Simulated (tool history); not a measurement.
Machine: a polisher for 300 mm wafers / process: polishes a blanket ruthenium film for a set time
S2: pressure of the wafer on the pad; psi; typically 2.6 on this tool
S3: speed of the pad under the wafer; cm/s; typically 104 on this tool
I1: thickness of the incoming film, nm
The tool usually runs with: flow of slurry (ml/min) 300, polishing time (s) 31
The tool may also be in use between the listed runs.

Run 1, hour 0: usual settings; I1 429. Result: film removed (angstrom) 450.
Run 2, hour 25: usual settings; I1 424.4. Result: film removed (angstrom) 449.
Run 3, hour 48: usual settings; I1 415.1. Result: film removed (angstrom) 446.
Run 4, hour 65: usual settings but S3 94 cm/s; I1 413.7. Result: film removed (angstrom) 402.
Run 5, hour 84: usual settings but S3 94 cm/s; I1 415.4. Result: film removed (angstrom) 399.
At hour 95.6: slurry nozzle cleaned.
Run 6, hour 109.9: usual settings; I1 420.6. Result: film removed (angstrom) 442.
Run 7, hour 134: usual settings; I1 419.4. Result: film removed (angstrom) 441.
Run 8, hour 152.9: usual settings; I1 425.5. Result: film removed (angstrom) 437.
Run 9, hour 177.1: usual settings; I1 418.9. Result: film removed (angstrom) 435.
At hour 205.1: worn pad replaced by a new one.
Run 10, hour 211.5: usual settings; I1 424. Result: film removed (angstrom) 447.
Run 11, hour 227.2: usual settings; I1 422. Result: film removed (angstrom) 444.
Run 12, hour 262.8: usual settings; I1 429.3. Result: film removed (angstrom) 447.
Run 13, hour 284.4: usual settings; I1 422.3. Result: film removed (angstrom) 447.
At hour 349.5: slurry nozzle cleaned.
Run 14, hour 350: usual settings; I1 414.5. Result: film removed (angstrom) 437.
Run 15, hour 384.9: usual settings; I1 418.5. Result: film removed (angstrom) 436.
At hour 406.4: worn pad replaced by a new one.
Run 16, hour 419.7: usual settings; I1 425.6. Result: film removed (angstrom) 456.
Run 17, hour 460.7: usual settings; I1 423.3. Result: film removed (angstrom) 449.
Run 18, hour 491.4: usual settings but polishing time (s) 24; I1 420.5. Result: film removed (angstrom) 342.
Run 19, hour 509.2: usual settings but flow of slurry (ml/min) 245, S2 2.1 psi, S3 124 cm/s, polishing time (s) 25; I1 416.8. Result: film removed (angstrom) 366.
Run 20, hour 539.7: usual settings; I1 427.2. Result: film removed (angstrom) 441.
Run 21, hour 575.1: usual settings but S3 70 cm/s, polishing time (s) 34; I1 416.1. Result: film removed (angstrom) 321.
At hour 585.4: worn pad replaced by a new one.
At hour 604.2: slurry nozzle cleaned.
Run 22, hour 604.7: usual settings but flow of slurry (ml/min) 400, S3 126 cm/s; I1 419.3. Result: film removed (angstrom) 554.
Run 23, hour 629.5: usual settings but flow of slurry (ml/min) 330, polishing time (s) 20; I1 415.8. Result: film removed (angstrom) 289.
At hour 645.6: head pressure recalibrated.
Run 24, hour 646: usual settings but flow of slurry (ml/min) 355, polishing time (s) 21; I1 419.3. Result: film removed (angstrom) 302.
Run 25, hour 661.2: usual settings but flow of slurry (ml/min) 215, S3 84 cm/s; I1 416.4. Result: film removed (angstrom) 343.
Run 26, hour 691.9: usual settings; I1 420.3. Result: film removed (angstrom) 435.
Run 27, hour 713.7: usual settings but flow of slurry (ml/min) 340, S2 3.3 psi, polishing time (s) 39; I1 421.4. Result: film removed (angstrom) 644.
Run 28, hour 727.3: usual settings but flow of slurry (ml/min) 330; I1 424.1. Result: film removed (angstrom) 438.
Run 29, hour 757.4: usual settings but S3 136 cm/s; I1 429. Result: film removed (angstrom) 560.
Run 30, hour 770.5: usual settings but flow of slurry (ml/min) 215, S3 84 cm/s; I1 420.5. Result: film removed (angstrom) 337.
Run 31, hour 784.2: usual settings but flow of slurry (ml/min) 335, S2 2 psi; I1 419.5. Result: film removed (angstrom) 362.
At hour 799.5: worn pad replaced by a new one.
Run 32, hour 818.6: usual settings but flow of slurry (ml/min) 385, S2 1.8 psi, polishing time (s) 22; I1 426.9. Result: film removed (angstrom) 260.
Run 33, hour 844.3: usual settings; I1 424.1. Result: film removed (angstrom) 454.
At hour 856.7: slurry nozzle cleaned.
Run 34, hour 868.1: usual settings but S2 1.8 psi, S3 132 cm/s, polishing time (s) 25; I1 428.7. Result: film removed (angstrom) 362.
Run 35, hour 899.5: usual settings but flow of slurry (ml/min) 400, S2 2 psi, S3 126 cm/s; I1 419.8. Result: film removed (angstrom) 455.

Forecast each of these 3 alternatives for the next run:
Run A, hour 899.9: usual settings; I1 419.6. Result: film removed (angstrom) ?.
Run B, hour 899.9: usual settings but flow of slurry (ml/min) 400, S2 2.1 psi, S3 86 cm/s, polishing time (s) 20; I1 419.6. Result: film removed (angstrom) ?.
Run C, hour 899.9: usual settings but flow of slurry (ml/min) 255, S3 76 cm/s; I1 419.6. Result: film removed (angstrom) ?.

run  film removed (angstrom)
  A                      449
  B                      212
  C                      323
Take away the tool's hidden state, keep each run's random variation, and the runs would have read:
run  film removed (angstrom)
  A                      461
  B                      218
  C                      332

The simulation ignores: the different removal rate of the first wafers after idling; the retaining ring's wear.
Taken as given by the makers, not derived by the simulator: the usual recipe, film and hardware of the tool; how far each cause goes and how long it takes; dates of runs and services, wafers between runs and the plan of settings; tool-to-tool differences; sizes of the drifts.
